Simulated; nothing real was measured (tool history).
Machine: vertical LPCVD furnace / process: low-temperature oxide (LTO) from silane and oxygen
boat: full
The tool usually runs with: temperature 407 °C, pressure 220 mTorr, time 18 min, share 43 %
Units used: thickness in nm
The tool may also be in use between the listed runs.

run	hour	temperature	pressure	time	share	wafers since the last listed run	hours since the last temperature calibration	hours since the pressure gauge was zeroed	hours since the silane flow controller was replaced	hours since the gauge calibration	read-back reference wafer on the same gauge, thickness	thickness
1	0	407	220	18	43	0	3486.3	3550.7	3472.6	984.6	178.93	208.34
2	38	407	220	18	43	467	3524.3	3588.7	3510.6	1022.6	179.28	208.84
3	127.7	407	220	18	43	1103	3614	3678.4	3600.3	1112.3	179.16	208.67
4	176.7	407	220	18	43	602	3663	3727.4	3649.3	1161.3	178.76	210.05
5	244.8	407	220	18	43	837	3731.1	3795.5	3717.4	1229.4	179.11	209.25
6	342.6	407	220	18	43	1203	3828.9	3893.3	3815.2	1327.2	178.94	209.74
7	449.9	407	220	18	43	1319	3936.2	4000.6	3922.5	1434.5	179.07	211.35
8	486.4	407	220	18	43	448	3972.7	4037.1	3959	1471	178.99	210.97
9	541.7	407	195	15	43	680	4028	4092.4	4014.3	1526.3	179.02	156.47
10	592	407	195	15	43	618	4078.3	4142.7	4064.6	1576.6	178.9	155.93
# hour 715.5: thermocouples replaced and temperature profile calibrated
# hour 854.5: silane flow controller replaced
11	855	407	195	15	43	2644	139.5	4405.7	0.5	1839.6	179.16	148.85
12	944.3	418	180	15	47	1098	228.8	4495	89.8	1928.9	179.14	165.65
# hour 994: pressure gauge zeroed
13	1019.7	418	165	18	46	632	304.2	25.7	165.2	2004.3	178.97	179.62
14	1061.1	407	220	18	43	509	345.6	67.1	206.6	2045.7	179.01	202.24
15	1109.8	407	220	18	41	599	394.3	115.8	255.3	2094.4	179.01	190.99
16	1177	407	220	24	43	826	461.5	183	322.5	2161.6	178.99	269.43
17	1228.7	407	220	18	43	635	513.2	234.7	374.2	2213.3	179.12	200.38
18	1283	407	220	18	43	667	567.5	289	428.5	2267.6	179.11	200.49
19	1389.7	400	220	15.5	43	1312	674.2	395.7	535.2	2374.3	178.97	160.75
# hour 1431.6: gauge calibrated
20	1452.7	407	275	18	43	774	737.2	458.7	598.2	21.1	178.96	251.83
21	1491.3	407	220	18	43	474	775.8	497.3	636.8	59.7	178.95	199.98
22	1562.6	396	195	18	43	877	847.1	568.6	708.1	131	178.91	158.97
23	1630.1	407	170	18	39	830	914.6	636.1	775.6	198.5	179	138.61
24	1695.4	407	265	25	39	803	979.9	701.4	840.9	263.8	178.97	301.9
25	1762	411	175	18	43	819	1046.5	768	907.5	330.4	179.09	167.53
26	1838.9	419	220	18	43	945	1123.4	844.9	984.4	407.3	179.27	229.24
27	1912.4	399	260	18	35	904	1196.9	918.4	1057.9	480.8	178.87	170.02
28	2090	407	175	18	43	2184	1374.5	1096	1235.5	658.4	178.84	160.74
29	2138	407	220	18	43	590	1422.5	1144	1283.5	706.4	178.99	202.09
30	2217.4	407	220	18	46	976	1501.9	1223.4	1362.9	785.8	179.09	216.49
31	2294.8	407	220	18	43	952	1579.3	1300.8	1440.3	863.2	179.11	201.4
32	2374.7	407	220	18	43	982	1659.2	1380.7	1520.2	943.1	179.2	202.36

Some steps in thickness between neighbouring runs. How much of each would the tool show without its hidden state too (settings, what came in, random variation), and how much is left for the hidden state, with any gauge scatter that isn't in both results?
The tool's hidden condition here consists of: true tube temperature minus thermocouple reading, K; true pressure minus gauge reading, mTorr; deviation of the silane flow from its setpoint, %; gauge reads high (%).
Run 8 -> 9: pressure 220 -> 195, time 18 -> 15. thickness -54.5 nm: hidden state -2.64, all else -51.86.
Run 10 -> 11: thermocouples replaced and temperature profile calibrated, silane flow controller replaced. thickness -7.08 nm: hidden state -8.14, all else +1.06.
Run 19 -> 20: temperature 400 -> 407, pressure 220 -> 275, time 15.5 -> 18, gauge calibrated. thickness +91.08 nm: hidden state +0.45, all else +90.63.
Run 23 -> 24: pressure 170 -> 265, time 18 -> 25. thickness +163.29 nm: hidden state +1.18, all else +162.11.
Run 24 -> 25: temperature 407 -> 411, pressure 265 -> 175, time 25 -> 18, share 39 -> 43. thickness -134.37 nm: hidden state -1.01, all else -133.36.

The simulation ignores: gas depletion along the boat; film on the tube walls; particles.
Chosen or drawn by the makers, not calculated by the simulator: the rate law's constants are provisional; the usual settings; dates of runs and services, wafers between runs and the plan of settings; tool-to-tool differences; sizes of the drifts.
